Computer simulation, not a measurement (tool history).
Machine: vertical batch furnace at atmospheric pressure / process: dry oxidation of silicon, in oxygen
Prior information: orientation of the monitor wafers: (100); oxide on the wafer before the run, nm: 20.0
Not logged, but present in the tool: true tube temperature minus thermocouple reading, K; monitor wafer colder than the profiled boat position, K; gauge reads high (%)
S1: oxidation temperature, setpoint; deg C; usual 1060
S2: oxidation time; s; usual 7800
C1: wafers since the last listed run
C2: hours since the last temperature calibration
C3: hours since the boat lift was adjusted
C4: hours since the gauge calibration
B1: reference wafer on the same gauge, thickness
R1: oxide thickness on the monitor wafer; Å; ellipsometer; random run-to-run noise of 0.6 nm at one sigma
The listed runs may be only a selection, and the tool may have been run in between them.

Run 1, day 0: usual settings; C1 0; C2 3505.6; C3 1735; C4 460.2; B1 154.66. Result: R1 1479.5 Å.
Run 2, day 2.479: usual settings; C1 597; C2 3565.1; C3 1794.5; C4 519.7; B1 154.87. Result: R1 1490.5 Å.
At day 3.429: gauge calibrated.
Run 3, day 4.083: usual settings; C1 386; C2 3603.6; C3 1833; C4 15.7; B1 152.78. Result: R1 1454.9 Å.
Run 4, day 6.488: usual settings; C1 579; C2 3661.3; C3 1890.7; C4 73.4; B1 153.24. Result: R1 1472.7 Å.
Run 5, day 9.012: usual settings; C1 608; C2 3721.9; C3 1951.3; C4 134; B1 153.97. Result: R1 1476.2 Å.
Run 6, day 10.883: usual settings; C1 450; C2 3766.8; C3 1996.2; C4 178.9; B1 154.49. Result: R1 1475.3 Å.
Run 7, day 12.6: usual settings; C1 413; C2 3808; C3 2037.4; C4 220.1; B1 154.54. Result: R1 1482.2 Å.
Run 8, day 14.133: usual settings; C1 369; C2 3844.8; C3 2074.2; C4 256.9; B1 154.73. Result: R1 1486.1 Å.
Run 9, day 16.338: usual settings but S1 1040 deg C, S2 9660 s; C1 531; C2 3897.7; C3 2127.1; C4 309.8; B1 155.05. Result: R1 1453.7 Å.
At day 17.942: thermocouples replaced and temperature profile calibrated.
Run 10, day 18.508: usual settings but S1 1040 deg C, S2 9660 s; C1 282; C2 13.6; C3 2179.2; C4 361.9; B1 155.31. Result: R1 1456.5 Å.
At day 20.904: boat lift adjusted.
Run 11, day 20.925: usual settings but S1 1053 deg C, S2 10410 s; C1 341; C2 71.6; C3 0.5; C4 419.9; B1 155.48. Result: R1 1686.9 Å.
Run 12, day 22.338: usual settings; C1 340; C2 105.5; C3 34.4; C4 453.8; B1 155.35. Result: R1 1496.4 Å.
Run 13, day 24.104: usual settings but S1 1070 deg C, S2 10800 s; C1 425; C2 147.9; C3 76.8; C4 496.2; B1 155.37. Result: R1 1958.1 Å.
Run 14, day 26.362: usual settings; C1 544; C2 202.1; C3 131; C4 550.4; B1 155.55. Result: R1 1488.8 Å.
At day 26.829: gauge calibrated.
Run 15, day 27.529: usual settings; C1 281; C2 230.1; C3 159; C4 16.8; B1 152.36. Result: R1 1463 Å.
Run 16, day 29.25: usual settings; C1 414; C2 271.4; C3 200.3; C4 58.1; B1 152.7. Result: R1 1466.9 Å.
Run 17, day 31: usual settings but S1 1038 deg C, S2 4470 s; C1 421; C2 313.4; C3 242.3; C4 100.1; B1 153.28. Result: R1 890.1 Å.
Run 18, day 32.588: usual settings but S1 1085 deg C; C1 382; C2 351.5; C3 280.4; C4 138.2; B1 153.67. Result: R1 1746.4 Å.
Run 19, day 34.833: usual settings but S1 1070 deg C; C1 541; C2 405.4; C3 334.3; C4 192.1; B1 153.92. Result: R1 1588.8 Å.
Run 20, day 37.388: usual settings but S1 1067 deg C, S2 11220 s; C1 615; C2 466.7; C3 395.6; C4 253.4; B1 154.41. Result: R1 1944.9 Å.
Run 21, day 38.921: usual settings but S1 1043 deg C, S2 11100 s; C1 369; C2 503.5; C3 432.4; C4 290.2; B1 154.7. Result: R1 1633 Å.

How the hidden state differs across the entries between the runs, from the last listed run before each to the first after it:
Logged between run 2 and run 3: gauge calibrated (day 3.429)
  gauge reads high (%): 1.88 -> 0.322
  what was measured, less what the result would be without the hidden state, R1: +27.4 -> +4.7 Å
Logged between run 9 and run 10: thermocouples replaced and temperature profile calibrated (day 17.942)
  gauge reads high (%): 2.02 -> 2.13
  what was measured, less what the result would be without the hidden state, R1: +28.7 -> +30.4 Å
Logged between run 10 and run 11: boat lift adjusted (day 20.904)
  gauge reads high (%): 2.13 -> 2.23
  what was measured, less what the result would be without the hidden state, R1: +30.4 -> +36.7 Å
Logged between run 14 and run 15: gauge calibrated (day 26.829)
  gauge reads high (%): 2.37 -> 0.11
  what was measured, less what the result would be without the hidden state, R1: +34.4 -> +1.6 Å
